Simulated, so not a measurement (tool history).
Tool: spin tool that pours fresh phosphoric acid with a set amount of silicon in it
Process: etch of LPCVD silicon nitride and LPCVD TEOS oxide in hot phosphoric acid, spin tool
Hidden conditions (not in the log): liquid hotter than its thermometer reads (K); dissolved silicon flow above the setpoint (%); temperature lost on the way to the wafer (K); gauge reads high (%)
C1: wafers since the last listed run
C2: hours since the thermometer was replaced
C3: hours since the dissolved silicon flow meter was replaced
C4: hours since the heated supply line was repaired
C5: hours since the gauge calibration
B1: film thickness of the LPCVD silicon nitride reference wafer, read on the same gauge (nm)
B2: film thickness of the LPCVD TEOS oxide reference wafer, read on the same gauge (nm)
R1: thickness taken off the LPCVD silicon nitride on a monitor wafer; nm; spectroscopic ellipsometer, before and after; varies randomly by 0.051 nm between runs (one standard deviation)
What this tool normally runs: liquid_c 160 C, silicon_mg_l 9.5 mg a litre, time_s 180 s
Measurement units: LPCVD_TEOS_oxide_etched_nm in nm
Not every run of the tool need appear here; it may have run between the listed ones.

Run 1, hour 0: usual settings; C1 0; C2 1093; C3 61.1; C4 1661.8; C5 589.1; B1 90; B2 60.001. Result: R1 15.97 nm, LPCVD_TEOS_oxide_etched_nm 0.886 nm.
At hour 13.2: gauge calibrated.
Run 2, hour 45.4: usual settings; C1 304; C2 1138.4; C3 106.5; C4 1707.2; C5 32.2; B1 89.98; B2 59.997. Result: R1 16.06 nm, LPCVD_TEOS_oxide_etched_nm 0.82 nm.
Run 3, hour 107.9: usual settings; C1 419; C2 1200.9; C3 169; C4 1769.7; C5 94.7; B1 90; B2 59.989. Result: R1 16.09 nm, LPCVD_TEOS_oxide_etched_nm 0.812 nm.
Run 4, hour 166.4: usual settings; C1 392; C2 1259.4; C3 227.5; C4 1828.2; C5 153.2; B1 89.97; B2 59.995. Result: R1 16 nm, LPCVD_TEOS_oxide_etched_nm 0.759 nm.
Run 5, hour 289.2: usual settings; C1 823; C2 1382.2; C3 350.3; C4 1951; C5 276; B1 89.98; B2 59.989. Result: R1 16.18 nm, LPCVD_TEOS_oxide_etched_nm 0.771 nm.
Run 6, hour 342.6: usual settings; C1 358; C2 1435.6; C3 403.7; C4 2004.4; C5 329.4; B1 90; B2 59.995. Result: R1 16.12 nm, LPCVD_TEOS_oxide_etched_nm 0.913 nm.
Run 7, hour 413.7: usual settings but liquid_c 158.5 C, time_s 230 s; C1 476; C2 1506.7; C3 474.8; C4 2075.5; C5 400.5; B1 89.96; B2 60.014. Result: R1 19.63 nm, LPCVD_TEOS_oxide_etched_nm 1.001 nm.
Run 8, hour 513: usual settings but liquid_c 161.5 C, silicon_mg_l 14.5 mg a litre, time_s 75 s; C1 666; C2 1606; C3 574.1; C4 2174.8; C5 499.8; B1 90.03; B2 59.986. Result: R1 7.14 nm, LPCVD_TEOS_oxide_etched_nm 0.348 nm.
At hour 571.6: heated supply line repaired.
Run 9, hour 586.8: usual settings but silicon_mg_l 14.5 mg a litre, time_s 225 s; C1 488; C2 1679.8; C3 647.9; C4 15.2; C5 573.6; B1 90; B2 59.99. Result: R1 20.35 nm, LPCVD_TEOS_oxide_etched_nm 0.866 nm.
At hour 624.3: gauge calibrated.
Run 10, hour 666.1: usual settings but liquid_c 162 C; C1 531; C2 1759.1; C3 727.2; C4 94.5; C5 41.8; B1 89.98; B2 60.015. Result: R1 17.4 nm, LPCVD_TEOS_oxide_etched_nm 0.871 nm.
At hour 693.5: dissolved silicon flow meter replaced.
Run 11, hour 709.6: usual settings but liquid_c 161.5 C, silicon_mg_l 14.5 mg a litre, time_s 85 s; C1 285; C2 1802.6; C3 16.1; C4 138; C5 85.3; B1 89.98; B2 60.007. Result: R1 8.11 nm, LPCVD_TEOS_oxide_etched_nm 0.425 nm.
At hour 733.5: thermometer replaced.
Run 12, hour 766: usual settings but liquid_c 157.5 C, silicon_mg_l 4 mg a litre, time_s 105 s; C1 371; C2 32.5; C3 72.5; C4 194.4; C5 141.7; B1 90.01; B2 60.001. Result: R1 8.22 nm, LPCVD_TEOS_oxide_etched_nm 0.368 nm.
Run 13, hour 829.6: usual settings but time_s 255 s; C1 426; C2 96.1; C3 136.1; C4 258; C5 205.3; B1 89.99; B2 60.008. Result: R1 21.82 nm, LPCVD_TEOS_oxide_etched_nm 1.096 nm.
Run 14, hour 896.6: usual settings; C1 449; C2 163.1; C3 203.1; C4 325; C5 272.3; B1 90; B2 59.986. Result: R1 15.43 nm, LPCVD_TEOS_oxide_etched_nm 0.721 nm.
Run 15, hour 945.1: usual settings but liquid_c 158.5 C, time_s 245 s; C1 325; C2 211.6; C3 251.6; C4 373.5; C5 320.8; B1 90.04; B2 60.011. Result: R1 20.03 nm, LPCVD_TEOS_oxide_etched_nm 0.811 nm.

Give the tool's hidden conditions for every run:
dissolved silicon flow above the setpoint (%): 0 in every run
temperature lost on the way to the wafer (K): 0 in every run
gauge reads high (%): 0 in every run
H1: liquid hotter than its thermometer reads (K)
run     H1
  1   1.36
  2   1.42
  3   1.49
  4   1.56
  5    1.7
  6   1.76
  7   1.85
  8   1.96
  9   2.05
 10   2.14
 11   2.19
 12  0.343
 13  0.417
 14  0.495
 15  0.551
